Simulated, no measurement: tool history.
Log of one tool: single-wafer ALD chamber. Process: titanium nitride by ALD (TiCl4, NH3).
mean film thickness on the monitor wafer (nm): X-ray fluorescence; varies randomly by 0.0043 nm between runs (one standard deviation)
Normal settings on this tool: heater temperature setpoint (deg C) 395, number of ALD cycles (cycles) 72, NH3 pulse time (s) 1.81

run,hour,heater temperature setpoint (deg C),number of ALD cycles (cycles),NH3 pulse time (s),"read-back reference wafer on the same gauge, thickness_nm",mean film thickness on the monitor wafer (nm)
1,0,406,72,1.53,1.31,1.507
2,9.1,401,77,1.81,1.31,1.621
3,15.8,401,77,1.81,1.31,1.614
4,29.6,401,77,1.81,1.309,1.625
5,43.1,395,72,1.67,1.309,1.497
6,76.2,395,72,1.67,1.31,1.498
7,93.4,389,72,1.81,1.309,1.496
8,105.7,395,83,1.24,1.31,1.703
9,116.8,395,83,1.24,1.31,1.688
10,123.3,395,72,1.81,1.311,1.504
11,141,395,72,1.81,1.31,1.506
12,156.5,382,80,2.3,1.311,1.672
# hour 163.1: gauge calibrated
# hour 202.6: thermocouple changed; heater temperature recalibrated
13,203.2,401,67,1.81,1.311,1.409
14,212.5,395,76,2.03,1.31,1.603
# hour 225.4: showerhead replaced
15,225.9,395,64,1.81,1.31,1.336
16,240,395,76,2.03,1.31,1.6
17,250.9,395,85,1.81,1.31,1.778
18,257.1,395,78,1.81,1.31,1.634
19,272.6,395,72,1.81,1.31,1.516
20,288.5,401,61,2.4,1.31,1.295

State the hidden condition of the tool at each of the runs:
wafer temperature above the value expected at the setpoint (K): 0, the same for each run
gauge reads high (%): 0, the same for each run
